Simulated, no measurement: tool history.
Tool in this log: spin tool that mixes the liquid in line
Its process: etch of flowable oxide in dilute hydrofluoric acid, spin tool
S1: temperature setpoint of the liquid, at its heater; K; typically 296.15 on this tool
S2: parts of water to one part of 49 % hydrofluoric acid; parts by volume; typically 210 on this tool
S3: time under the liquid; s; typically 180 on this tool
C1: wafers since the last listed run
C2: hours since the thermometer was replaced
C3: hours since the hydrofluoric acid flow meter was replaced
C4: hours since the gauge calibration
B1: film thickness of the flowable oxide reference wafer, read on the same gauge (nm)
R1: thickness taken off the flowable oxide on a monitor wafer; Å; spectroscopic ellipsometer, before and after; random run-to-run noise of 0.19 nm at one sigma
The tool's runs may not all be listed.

| run | hour | S1 | S2 | S3 | C1 | C2 | C3 | C4 | B1 | R1 |
|---|---|---|---|---|---|---|---|---|---|---|
| 1 | 0.0 | 296.15 | 210 | 180 | 0 | 2051.4 | 1522.8 | 666.6 | 120.00 | 214.7 |
| 2 | 14.2 | 296.15 | 210 | 180 | 90 | 2065.6 | 1537.0 | 680.8 | 119.99 | 211.7 |
| 3 | 46.3 | 296.15 | 210 | 180 | 205 | 2097.7 | 1569.1 | 712.9 | 120.00 | 214.8 |
| 4 | 79.1 | 296.15 | 210 | 180 | 209 | 2130.5 | 1601.9 | 745.7 | 119.98 | 212.9 |
| 5 | 112.3 | 296.15 | 210 | 180 | 212 | 2163.7 | 1635.1 | 778.9 | 120.00 | 215.8 |
| 6 | 128.1 | 299.65 | 210 | 180 | 101 | 2179.5 | 1650.9 | 794.7 | 120.02 | 239.1 |
| 7 | 145.1 | 299.65 | 210 | 180 | 108 | 2196.5 | 1667.9 | 811.7 | 120.00 | 242.5 |
| 8 | 176.7 | 299.65 | 210 | 180 | 202 | 2228.1 | 1699.5 | 843.3 | 120.01 | 243.0 |
| 9 | 195.1 | 296.15 | 265 | 180 | 117 | 2246.5 | 1717.9 | 861.7 | 120.02 | 161.3 |
| 10 | 226.7 | 296.15 | 265 | 180 | 202 | 2278.1 | 1749.5 | 893.3 | 119.99 | 162.6 |
| 11 | 262.6 | 296.15 | 265 | 180 | 229 | 2314.0 | 1785.4 | 929.2 | 120.01 | 162.0 |
| 12 | 285.6 | 296.15 | 210 | 180 | 147 | 2337.0 | 1808.4 | 952.2 | 120.02 | 216.7 |
| 13 | 298.2 | 296.15 | 210 | 180 | 80 | 2349.6 | 1821.0 | 964.8 | 120.00 | 218.3 |
| 14 | 310.3 | 296.15 | 210 | 180 | 77 | 2361.7 | 1833.1 | 976.9 | 120.00 | 216.4 |
|  | 321.8 | gauge calibrated |
| 15 | 334.1 | 296.15 | 145 | 215 | 152 | 2385.5 | 1856.9 | 12.3 | 119.99 | 399.2 |
|  | 336.8 | thermometer replaced |
| 16 | 370.1 | 293.15 | 210 | 100 | 223 | 33.3 | 1892.9 | 48.3 | 120.02 | 107.7 |
| 17 | 383.3 | 296.15 | 210 | 180 | 84 | 46.5 | 1906.1 | 61.5 | 120.00 | 218.2 |
| 18 | 399.4 | 296.15 | 210 | 180 | 102 | 62.6 | 1922.2 | 77.6 | 119.99 | 217.9 |

Estimate the outcome of run 19 from the log above:
| 19 | 424.1 | 296.15 | 290 | 180 | 157 | 87.3 | 1946.9 | 102.3 | ? | ? |

{"run 19": {"B1": 119.99, "R1": 146.4}}
The same run, on a tool lacking any hidden state, would have yielded R1 130.8 Å.
